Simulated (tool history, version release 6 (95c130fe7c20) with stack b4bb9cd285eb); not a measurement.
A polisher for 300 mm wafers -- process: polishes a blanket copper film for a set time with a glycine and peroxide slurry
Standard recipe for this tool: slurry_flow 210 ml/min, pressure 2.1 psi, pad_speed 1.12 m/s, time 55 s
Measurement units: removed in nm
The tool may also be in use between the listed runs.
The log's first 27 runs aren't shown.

run      day  slurry_flow  pressure  pad_speed  time  incoming thickness of the incoming film, nm  removed
 28  106.392          210       2.1       1.46    48                                         1274    247.7
 29   108.45          235       2.1       1.12    55                                       1283.6      234
 30  112.654          210       2.1       0.84    44                                       1247.1    150.1
     124.142  -- head pressure recalibrated
     124.408  -- slurry nozzle cleaned
 31  124.617          255       2.3        1.4    55                                       1288.7    339.8
     128.467  -- worn pad replaced by a new one
 32  128.512          190       1.7       1.12    55                                       1267.6    207.3
 33   132.45          210       1.6       0.98    55                                       1287.3    179.9
 34  136.129          210       2.1       1.12    55                                       1248.5    237.3
 35   137.75          245       2.1        0.8    62                                       1248.1    217.3
 36  139.779          250       1.6       0.82    55                                       1266.7    158.3

Predict each of these 4 candidate next runs independently; none follows another, all start after run 36:
  A  139.796          185       2.1       1.12    55                                         1249        ?
  B  139.796          255       2.1       1.34    60                                         1249        ?
  C  139.796          145       2.4       1.12    41                                         1249        ?
  D  139.796          210       2.6       1.12    55                                         1249        ?

run  removed
  A    228.8
  B    298.9
  C    181.2
  D    276.5
Stripped of hidden state, with their random variation kept, the same runs would have yielded:
run  removed
  A    249.3
  B    326.5
  C    197.8
  D    302.3
